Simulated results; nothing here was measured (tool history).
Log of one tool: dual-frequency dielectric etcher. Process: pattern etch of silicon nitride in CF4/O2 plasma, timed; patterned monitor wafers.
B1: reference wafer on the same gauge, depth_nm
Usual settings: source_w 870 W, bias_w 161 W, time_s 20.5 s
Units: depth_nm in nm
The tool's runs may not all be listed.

Run 1, hour 0.0: usual settings but source_w 990 W, time_s 22.0 s; B1 69.9. Result: depth_nm 76.4 nm.
Run 2, hour 10.0: usual settings but source_w 770 W, bias_w 186 W; B1 69.9. Result: depth_nm 57.3 nm.
Run 3, hour 27.6: usual settings but bias_w 139 W, time_s 24.0 s; B1 69.9. Result: depth_nm 68.5 nm.
Run 4, hour 38.7: usual settings but bias_w 139 W, time_s 24.0 s; B1 70.0. Result: depth_nm 68.2 nm.
Run 5, hour 44.8: usual settings but bias_w 139 W, time_s 24.0 s; B1 69.9. Result: depth_nm 68.4 nm.
Run 6, hour 57.7: usual settings but bias_w 172 W; B1 69.9. Result: depth_nm 62.8 nm.
At hour 93.2: wet clean of the chamber.
At hour 114.8: upper electrode replaced.
Run 7, hour 115.3: usual settings but bias_w 172 W; B1 70.0. Result: depth_nm 62.9 nm.
Run 8, hour 115.7: usual settings; B1 69.9. Result: depth_nm 61.7 nm.
At hour 129.3: source power generator calibrated.
Run 9, hour 129.8: usual settings; B1 69.9. Result: depth_nm 61.6 nm.
Run 10, hour 138.4: usual settings but source_w 720 W, bias_w 148 W; B1 69.9. Result: depth_nm 48.8 nm.
Run 11, hour 154.1: usual settings; B1 69.8. Result: depth_nm 61.5 nm.
Run 12, hour 165.8: usual settings; B1 69.9. Result: depth_nm 61.5 nm.
Run 13, hour 172.8: usual settings but bias_w 138 W, time_s 24.5 s; B1 70.0. Result: depth_nm 69.0 nm.
Run 14, hour 186.0: usual settings but source_w 1000 W, time_s 15.0 s; B1 70.0. Result: depth_nm 52.3 nm.
At hour 186.2: gauge calibrated.
At hour 204.6: bias power generator calibrated.
Run 15, hour 205.1: usual settings but source_w 690 W; B1 69.8. Result: depth_nm 48.2 nm.
Run 16, hour 220.7: usual settings; B1 69.8. Result: depth_nm 61.4 nm.
Run 17, hour 229.3: usual settings but time_s 26.0 s; B1 69.9. Result: depth_nm 77.7 nm.
Run 18, hour 242.6: usual settings; B1 69.9. Result: depth_nm 61.8 nm.
Run 19, hour 258.1: usual settings but source_w 800 W, bias_w 149 W, time_s 25.5 s; B1 69.7. Result: depth_nm 68.1 nm.
Run 20, hour 269.9: usual settings but bias_w 190 W, time_s 17.0 s; B1 69.9. Result: depth_nm 54.5 nm.
Run 21, hour 284.5: usual settings but source_w 1010 W, bias_w 144 W, time_s 26.5 s; B1 69.9. Result: depth_nm 89.3 nm.
Run 22, hour 301.9: usual settings; B1 69.9. Result: depth_nm 61.7 nm.
Run 23, hour 317.4: usual settings but source_w 990 W, bias_w 173 W; B1 69.9. Result: depth_nm 72.5 nm.
Run 24, hour 331.1: usual settings but source_w 760 W, bias_w 148 W, time_s 15.0 s; B1 70.0. Result: depth_nm 38.0 nm.
Run 25, hour 344.0: usual settings; B1 69.9. Result: depth_nm 61.4 nm.
Run 26, hour 356.5: usual settings but time_s 26.0 s; B1 69.9. Result: depth_nm 78.4 nm.
Run 27, hour 370.1: usual settings but bias_w 131 W, time_s 25.0 s; B1 69.9. Result: depth_nm 69.4 nm.
Run 28, hour 388.0: usual settings; B1 69.9. Result: depth_nm 61.6 nm.
Run 29, hour 400.9: usual settings but source_w 780 W; B1 69.9. Result: depth_nm 55.1 nm.

Forecast each of these 5 alternatives for the next run:
Run A, hour 401.3: usual settings; B1 ?. Result: depth_nm ?.
Run B, hour 401.3: usual settings but source_w 800 W, bias_w 197 W; B1 ?. Result: depth_nm ?.
Run C, hour 401.3: usual settings but source_w 1080 W, bias_w 192 W, time_s 16.0 s; B1 ?. Result: depth_nm ?.
Run D, hour 401.3: usual settings but bias_w 181 W, time_s 17.0 s; B1 ?. Result: depth_nm ?.
Run E, hour 401.3: usual settings but time_s 23.0 s; B1 ?. Result: depth_nm ?.

run    B1  depth_nm
  A  69.9      61.9
  B  69.9      61.3
  C  69.9      64.7
  D  69.9      53.7
  E  69.9      69.4
Without the tool's hidden state the same runs would have given:
run  depth_nm
  A      61.9
  B      61.3
  C      64.7
  D      53.7
  E      69.4

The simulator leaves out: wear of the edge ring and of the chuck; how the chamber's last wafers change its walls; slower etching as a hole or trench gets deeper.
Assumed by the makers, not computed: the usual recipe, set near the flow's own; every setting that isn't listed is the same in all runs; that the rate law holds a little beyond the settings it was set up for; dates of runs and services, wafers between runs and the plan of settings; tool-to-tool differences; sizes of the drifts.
